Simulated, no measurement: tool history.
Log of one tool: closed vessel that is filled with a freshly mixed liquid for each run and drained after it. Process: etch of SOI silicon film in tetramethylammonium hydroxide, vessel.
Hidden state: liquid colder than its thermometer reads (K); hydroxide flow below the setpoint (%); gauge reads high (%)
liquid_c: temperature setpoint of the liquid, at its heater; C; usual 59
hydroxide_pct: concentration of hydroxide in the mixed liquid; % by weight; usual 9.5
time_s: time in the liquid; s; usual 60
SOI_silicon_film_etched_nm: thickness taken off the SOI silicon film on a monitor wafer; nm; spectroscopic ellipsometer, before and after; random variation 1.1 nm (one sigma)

run,hour,liquid_c,hydroxide_pct,time_s,wafers since the last listed run,hours since the thermometer was replaced,hours since the hydroxide flow meter was replaced,hours since the gauge calibration,"read-back film thickness of the SOI silicon film reference wafer, read on the same gauge (nm)",SOI_silicon_film_etched_nm
1,0,64,9.5,60,0,737.5,1952.9,498.4,30.05,280.95
2,23.7,56.5,9.5,60,2303,761.2,1976.6,522.1,30.04,173.3
3,38.2,59,9.5,40,1409,775.7,1991.1,536.6,29.99,136.11
4,73.3,59,10,60,3411,810.8,2026.2,571.7,30.01,200.34
5,167,59,10,60,9107,904.5,2119.9,665.4,30.04,197.99
6,182.6,59,10,60,1516,920.1,2135.5,681,30.02,197.64
7,208.6,59,11.5,60,2527,946.1,2161.5,707,29.99,185.85
8,221.3,59,11.5,60,1234,958.8,2174.2,719.7,30.04,187.16
9,242.9,59,11.5,60,2099,980.4,2195.8,741.3,30,189.34
10,273.2,59,9.5,60,2944,1010.7,2226.1,771.6,30,201.84
11,308.3,59,9.5,60,3411,1045.8,2261.2,806.7,30.01,200.6
12,327.2,59,9.5,60,1836,1064.7,2280.1,825.6,30.02,200.56
13,344.9,59,9.5,60,1720,1082.4,2297.8,843.3,30.01,200.74
14,380.4,59,9.5,70,3450,1117.9,2333.3,878.8,29.99,233.16
15,404.9,59,9.5,60,2381,1142.4,2357.8,903.3,30,198.53
16,427.3,64.5,7.5,60,2177,1164.8,2380.2,925.7,30,303.72
# hour 441.7: gauge calibrated
17,453.3,59,9.5,60,2527,1190.8,2406.2,11.6,29.95,198.68
18,474.4,59,9.5,60,2050,1211.9,2427.3,32.7,30.03,198.93
# hour 480.2: hydroxide flow meter replaced
19,495.4,59,9.5,90,1943,1232.9,15.2,53.7,30.01,298.11
20,520,63,9.5,60,2390,1257.5,39.8,78.3,29.99,253.41
21,570.5,63,8,40,4908,1308,90.3,128.8,29.98,180.54
22,590.4,56,8.5,35,1934,1327.9,110.2,148.7,29.97,99.15
23,613.3,55.5,11.5,40,2225,1350.8,133.1,171.6,29.96,97.91
24,633.4,59,9.5,60,1953,1370.9,153.2,191.7,29.99,197.04
25,647.9,63.5,9.5,60,1409,1385.4,167.7,206.2,30.03,259.25
26,677.1,59,9.5,60,2838,1414.6,196.9,235.4,30.03,195.07
27,710.6,62.5,9.5,30,3255,1448.1,230.4,268.9,29.93,121.08
# hour 716.8: thermometer replaced
28,744.7,63,11,60,3217,27.9,264.5,303,29.99,255.6
29,768.5,59,9.5,60,2313,51.7,288.3,326.8,30.01,208.5
30,784.7,59,8,75,1574,67.9,304.5,343,29.99,279.64
31,816.9,59,9.5,60,3129,100.1,336.7,375.2,30.01,207.75
32,843.1,54,7,60,2546,126.3,362.9,401.4,30.01,166.84
33,877.4,54,9.5,85,3333,160.6,397.2,435.7,29.98,213.94
34,895.5,59,10.5,60,1759,178.7,415.3,453.8,30.02,201.51
35,930.7,53,9.5,35,3421,213.9,450.5,489,29.96,82.5

The tool's hidden state at each run:
hydroxide flow below the setpoint (%): 0 in every run
gauge reads high (%): 0 in every run
H1: liquid colder than its thermometer reads (K)
run,H1
1,0.935
2,0.958
3,0.971
4,1
5,1.09
6,1.11
7,1.13
8,1.15
9,1.17
10,1.2
11,1.23
12,1.25
13,1.26
14,1.3
15,1.32
16,1.34
17,1.37
18,1.39
19,1.41
20,1.43
21,1.48
22,1.5
23,1.52
24,1.54
25,1.55
26,1.58
27,1.61
28,0.491
29,0.514
30,0.529
31,0.56
32,0.585
33,0.618
34,0.635
35,0.669
